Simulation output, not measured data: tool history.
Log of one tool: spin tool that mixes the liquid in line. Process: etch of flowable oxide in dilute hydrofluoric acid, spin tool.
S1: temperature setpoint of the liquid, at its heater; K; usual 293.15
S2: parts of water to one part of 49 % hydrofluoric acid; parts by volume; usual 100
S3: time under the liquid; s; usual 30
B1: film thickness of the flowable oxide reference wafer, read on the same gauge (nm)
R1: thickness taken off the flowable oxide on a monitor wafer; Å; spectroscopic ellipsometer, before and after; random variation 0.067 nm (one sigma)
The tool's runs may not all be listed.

run	hour	S1	S2	S3	B1	R1
1	0	293.15	100	30	100.01	87.2
2	77.5	293.15	100	30	100.01	85
3	147.5	293.15	100	30	99.98	84.3
4	242.3	293.15	100	30	99.99	83.3
5	313.1	293.15	100	30	99.99	84.5
6	381.5	293.15	100	30	100	84.5
7	445.9	293.15	100	30	100	81.8
8	502.5	293.15	100	30	100.02	82.9
# hour 541.2: hydrofluoric acid flow meter replaced
9	560.9	293.15	100	30	100.01	86.6
10	620.5	293.15	100	30	100.02	85.9
11	665.8	293.15	100	30	100	85.9
12	730	293.15	100	30	100	84.1
13	781.7	290.15	100	40	100.01	98.9
14	863.4	290.15	100	40	100	99.4
15	932	293.15	100	30	99.99	83.6
16	1010.7	294.65	55	15	100.01	85.8
17	1048.1	297.65	60	20	100.01	116.9
18	1121.8	293.15	100	30	100	81.5
19	1199.9	293.15	100	30	100.02	81.5
# hour 1244.2: thermometer replaced
# hour 1247.4: hydrofluoric acid flow meter replaced
20	1265.2	293.15	80	40	100.01	149.1
# hour 1277.2: gauge calibrated
21	1315.7	293.15	100	30	99.99	86.1
22	1393.8	293.15	100	30	99.98	85.5
23	1480.4	291.65	130	45	99.99	89.4
24	1516.6	295.65	150	25	100	48.8
25	1594.2	293.15	100	15	99.98	42.3
26	1630.7	290.15	135	45	99.99	78.4
27	1832.4	293.15	100	20	100	55.9
28	1906.1	293.15	140	20	100.02	36.8
# hour 1958.6: hydrofluoric acid flow meter replaced
29	1994.8	291.15	55	30	100.03	154.4

What the log doesn't show, run by run:
liquid hotter than its thermometer reads (K): 0 in every run
gauge reads high (%): 0 in every run
H1: hydrofluoric acid flow below the setpoint (%)
run	H1
1	1.35
2	1.9
3	2.41
4	3.08
5	3.59
6	4.08
7	4.54
8	4.95
9	0.805
10	1.23
11	1.56
12	2.02
13	2.39
14	2.97
15	3.47
16	4.03
17	4.3
18	4.83
19	5.39
20	0.623
21	0.986
22	1.55
23	2.17
24	2.43
25	2.98
26	3.24
27	4.69
28	5.22
29	0.535
